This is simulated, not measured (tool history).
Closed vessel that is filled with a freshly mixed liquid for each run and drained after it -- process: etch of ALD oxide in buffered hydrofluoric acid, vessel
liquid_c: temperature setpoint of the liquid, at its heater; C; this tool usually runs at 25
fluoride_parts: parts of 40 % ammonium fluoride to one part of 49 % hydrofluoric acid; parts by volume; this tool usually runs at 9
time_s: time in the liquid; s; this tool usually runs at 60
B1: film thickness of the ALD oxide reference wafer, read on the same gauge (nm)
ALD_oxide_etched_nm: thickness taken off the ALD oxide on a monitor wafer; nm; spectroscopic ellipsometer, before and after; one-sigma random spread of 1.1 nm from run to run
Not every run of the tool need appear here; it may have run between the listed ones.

run 1 hour=0 | liquid_c=25 fluoride_parts=9 time_s=40 | B1=140 | ALD_oxide_etched_nm=85.49
run 2 hour=14.9 | liquid_c=25 fluoride_parts=9 time_s=40 | B1=140.01 | ALD_oxide_etched_nm=86.38
-- hour=23.3 gauge calibrated
run 3 hour=24.3 | liquid_c=25 fluoride_parts=9 time_s=40 | B1=139.98 | ALD_oxide_etched_nm=85.46
run 4 hour=68.3 | liquid_c=27.5 fluoride_parts=9 time_s=60 | B1=139.99 | ALD_oxide_etched_nm=143.82
run 5 hour=102 | liquid_c=27.5 fluoride_parts=9 time_s=60 | B1=140.02 | ALD_oxide_etched_nm=143.13
run 6 hour=108.9 | liquid_c=27.5 fluoride_parts=9 time_s=60 | B1=140 | ALD_oxide_etched_nm=145.43
run 7 hour=116.5 | liquid_c=28.5 fluoride_parts=6.5 time_s=60 | B1=140.01 | ALD_oxide_etched_nm=214.88
run 8 hour=151.2 | liquid_c=28.5 fluoride_parts=6.5 time_s=60 | B1=139.99 | ALD_oxide_etched_nm=217.09
run 9 hour=165 | liquid_c=25 fluoride_parts=9 time_s=60 | B1=140 | ALD_oxide_etched_nm=127.21
-- hour=173.9 hydrofluoric acid flow meter replaced
run 10 hour=176.6 | liquid_c=25 fluoride_parts=9 time_s=60 | B1=139.98 | ALD_oxide_etched_nm=125.68
run 11 hour=183.3 | liquid_c=20.5 fluoride_parts=6.5 time_s=60 | B1=139.99 | ALD_oxide_etched_nm=137.73
-- hour=183.6 gauge calibrated
run 12 hour=197.4 | liquid_c=25 fluoride_parts=9 time_s=30 | B1=140.05 | ALD_oxide_etched_nm=62.46
-- hour=212.3 thermometer replaced
run 13 hour=214 | liquid_c=26.5 fluoride_parts=9 time_s=35 | B1=140.05 | ALD_oxide_etched_nm=89
run 14 hour=223.7 | liquid_c=23.5 fluoride_parts=10 time_s=90 | B1=140.02 | ALD_oxide_etched_nm=181.45
run 15 hour=240.7 | liquid_c=27 fluoride_parts=9 time_s=75 | B1=140 | ALD_oxide_etched_nm=198.76
run 16 hour=252.2 | liquid_c=25 fluoride_parts=9 time_s=60 | B1=140.01 | ALD_oxide_etched_nm=140.88
run 17 hour=262 | liquid_c=25 fluoride_parts=9 time_s=60 | B1=140 | ALD_oxide_etched_nm=140.85
run 18 hour=270.6 | liquid_c=26.5 fluoride_parts=11.5 time_s=60 | B1=139.97 | ALD_oxide_etched_nm=124.83
run 19 hour=277.4 | liquid_c=25 fluoride_parts=9 time_s=75 | B1=139.98 | ALD_oxide_etched_nm=174.86
run 20 hour=287.9 | liquid_c=25 fluoride_parts=11 time_s=60 | B1=139.99 | ALD_oxide_etched_nm=118.17
run 21 hour=295.5 | liquid_c=27 fluoride_parts=9 time_s=45 | B1=139.98 | ALD_oxide_etched_nm=115.39

4 ways to go on from here, each from the tool as it stands after run 21. What would each give?
run A hour=296.2 | liquid_c=25 fluoride_parts=9 time_s=80 | B1=? | ALD_oxide_etched_nm=?
run B hour=296.2 | liquid_c=22.5 fluoride_parts=12.5 time_s=45 | B1=? | ALD_oxide_etched_nm=?
run C hour=296.2 | liquid_c=25 fluoride_parts=9 time_s=45 | B1=? | ALD_oxide_etched_nm=?
run D hour=296.2 | liquid_c=22 fluoride_parts=7.5 time_s=60 | B1=? | ALD_oxide_etched_nm=?

run=A B1=140 ALD_oxide_etched_nm=188.84
run=B B1=140 ALD_oxide_etched_nm=69.74
run=C B1=140 ALD_oxide_etched_nm=106.22
run=D B1=140 ALD_oxide_etched_nm=146.43
What these runs would have given with no unlogged condition in the tool:
run=A ALD_oxide_etched_nm=191.63
run=B ALD_oxide_etched_nm=70.79
run=C ALD_oxide_etched_nm=107.79
run=D ALD_oxide_etched_nm=148.63
